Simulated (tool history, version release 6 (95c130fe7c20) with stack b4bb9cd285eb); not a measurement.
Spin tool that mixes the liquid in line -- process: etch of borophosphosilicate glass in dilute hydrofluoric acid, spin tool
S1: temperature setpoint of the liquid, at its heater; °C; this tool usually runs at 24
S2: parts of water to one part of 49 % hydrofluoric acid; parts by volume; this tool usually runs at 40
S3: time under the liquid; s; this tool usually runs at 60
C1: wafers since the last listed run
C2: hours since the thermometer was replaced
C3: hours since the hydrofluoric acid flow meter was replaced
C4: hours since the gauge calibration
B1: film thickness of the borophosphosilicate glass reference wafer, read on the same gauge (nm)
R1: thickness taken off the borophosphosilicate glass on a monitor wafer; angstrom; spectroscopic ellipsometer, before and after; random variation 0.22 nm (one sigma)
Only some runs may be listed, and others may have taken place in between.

run     day    S1  S2  S3   C1      C2     C3     C4     B1     R1
  1       0    24  40  60    0  1241.6    163  887.2  89.97  549.4
  2   1.308  26.5  40  60  250    1273  194.4  918.6  89.98  606.9
      3.321  -- gauge calibrated
  3   3.583  26.5  40  60  435  1327.6    249    6.3  89.96  606.2
  4   5.521  26.5  40  60  370  1374.1  295.5   52.8  89.94  605.1
  5   7.212    24  40  60  323  1414.7  336.1   93.4  89.99  546.2
  6    9.65    24  40  60  466  1473.2  394.6  151.9  89.98  543.7
  7  11.908    25  40  70  432  1527.4  448.8  206.1  89.97  662.2
  8  13.788    24  40  60  359  1572.5  493.9  251.2  90.01  541.9
  9  15.454    24  40  60  319  1612.5  533.9  291.2  90.02  539.5
 10  17.767    24  40  60  442    1668  589.4  346.7  89.95  541.7
 11  18.883    24  40  60  213  1694.8  616.2  373.5  90.02  538.1
 12  21.342    24  40  60  470  1753.8  675.2  432.5  89.94  534.8
 13  23.821    24  40  60  474  1813.3  734.7    492  90.01  534.1
 14  26.371    24  40  60  488  1874.5  795.9  553.2  90.04    535
     28.083  -- hydrofluoric acid flow meter replaced
 15  29.038    24  40  85  502  1938.5   22.9  617.2  89.97  779.3

Run 16, settings as shown, results not yet in. Your forecast:
 16  30.8  24  40  60  337  1980.8  65.2  659.5   ?   ?

{"run 16": {"B1": 89.99, "R1": 548.8}}
Minus the tool's unlogged condition, the same run would have read R1 554 angstrom.
